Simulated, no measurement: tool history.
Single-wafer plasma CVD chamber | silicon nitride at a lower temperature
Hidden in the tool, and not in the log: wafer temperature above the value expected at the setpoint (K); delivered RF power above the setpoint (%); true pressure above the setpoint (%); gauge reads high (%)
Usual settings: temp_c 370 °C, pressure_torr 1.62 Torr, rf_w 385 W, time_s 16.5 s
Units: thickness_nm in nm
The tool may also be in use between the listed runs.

run   hour  temp_c  pressure_torr  rf_w  time_s  wafers since the last listed run  hours since the last thermocouple change  hours since the last RF generator calibration  hours since the last manometer calibration  hours since the showerhead was replaced  hours since the gauge calibration  read-back reference wafer on the same gauge, thickness_nm  thickness_nm
  1    0.0     370           1.71   385    16.5                                 0                                    2471.1                                         1580.5                                      1106.0                                   2756.2                              500.4                                                     18.509        21.526
  2   23.1     370           1.62   440    16.5                               636                                    2494.2                                         1603.6                                      1129.1                                   2779.3                              523.5                                                     18.484        22.242
  3   49.4     370           1.62   385    16.5                               724                                    2520.5                                         1629.9                                      1155.4                                   2805.6                              549.8                                                     18.488        20.932
  4  123.9     370           1.77   385    16.5                              2053                                    2595.0                                         1704.4                                      1229.9                                   2880.1                              624.3                                                     18.470        21.897
     142.2  -- thermocouple changed; heater temperature recalibrated
  5  142.7     370           1.77   385    16.5                               297                                       0.5                                         1723.2                                      1248.7                                   2898.9                              643.1                                                     18.531        21.829
  6  168.7     370           1.77   385    16.5                               716                                      26.5                                         1749.2                                      1274.7                                   2924.9                              669.1                                                     18.501        21.869
  7  181.3     370           1.62   385    19.0                               347                                      39.1                                         1761.8                                      1287.3                                   2937.5                              681.7                                                     18.513        24.278
     233.1  -- showerhead replaced
  8  244.8     370           1.62   385    16.5                              1529                                     102.6                                         1825.3                                      1350.8                                     11.7                              745.2                                                     18.483        21.267
  9  270.5     360           1.98   435    18.5                               708                                     128.3                                         1851.0                                      1376.5                                     37.4                              770.9                                                     18.524        26.787
 10  305.7     374           1.62   455    19.6                               970                                     163.5                                         1886.2                                      1411.7                                     72.6                              806.1                                                     18.495        26.492
     322.4  -- capacitance manometer re-zeroed and calibrated
 11  336.2     358           1.34   385    14.9                               620                                     194.0                                         1916.7                                        13.8                                    103.1                              836.6                                                     18.481        17.661
     366.0  -- RF generator calibrated
 12  367.3     360           1.62   385    16.5                               636                                     225.1                                            1.3                                        44.9                                    134.2                              867.7                                                     18.473        21.106
 13  380.0     357           1.80   345    16.5                               350                                     237.8                                           14.0                                        57.6                                    146.9                              880.4                                                     18.459        21.494
     392.6  -- gauge calibrated
 14  413.1     375           1.98   460    13.4                               912                                     270.9                                           47.1                                        90.7                                    180.0                               20.5                                                     18.499        19.856
 15  436.3     363           1.62   420    18.3                               639                                     294.1                                           70.3                                       113.9                                    203.2                               43.7                                                     18.487        24.231
 16  471.7     370           1.62   385    16.5                               975                                     329.5                                          105.7                                       149.3                                    238.6                               79.1                                                     18.537        21.056
 17  486.2     370           1.62   385    16.5                               399                                     344.0                                          120.2                                       163.8                                    253.1                               93.6                                                     18.488        21.059
 18  550.9     370           1.62   385    16.5                              1783                                     408.7                                          184.9                                       228.5                                    317.8                              158.3                                                     18.480        20.923
 19  566.2     370           1.62   385    16.5                               421                                     424.0                                          200.2                                       243.8                                    333.1                              173.6                                                     18.517        20.970
 20  591.5     384           1.50   310    19.0                               697                                     449.3                                          225.5                                       269.1                                    358.4                              198.9                                                     18.510        21.750
 21  618.4     370           1.62   450    14.7                               741                                     476.2                                          252.4                                       296.0                                    385.3                              225.8                                                     18.524        19.851
 22  635.2     363           1.62   420    18.3                               463                                     493.0                                          269.2                                       312.8                                    402.1                              242.6                                                     18.520        24.294
 23  669.5     361           1.41   455    15.1                               945                                     527.3                                          303.5                                       347.1                                    436.4                              276.9                                                     18.492        19.276
 24  699.0     370           1.79   415    19.3                               813                                     556.8                                          333.0                                       376.6                                    465.9                              306.4                                                     18.495        26.593
 25  714.3     370           1.62   385    16.5                               421                                     572.1                                          348.3                                       391.9                                    481.2                              321.7                                                     18.492        20.914
 26  727.2     376           1.85   450    15.3                               355                                     585.0                                          361.2                                       404.8                                    494.1                              334.6                                                     18.502        21.723

The next listed run, before its measurement:
 27  758.2     370           1.85   385    19.3                               854                                     616.0                                          392.2                                       435.8                                    525.1                              365.6                                                          ?             ?

read-back reference wafer on the same gauge, thickness_nm: 18.488
thickness_nm: 25.981 nm
Without the tool's hidden state the same run would have given thickness_nm 25.981 nm.

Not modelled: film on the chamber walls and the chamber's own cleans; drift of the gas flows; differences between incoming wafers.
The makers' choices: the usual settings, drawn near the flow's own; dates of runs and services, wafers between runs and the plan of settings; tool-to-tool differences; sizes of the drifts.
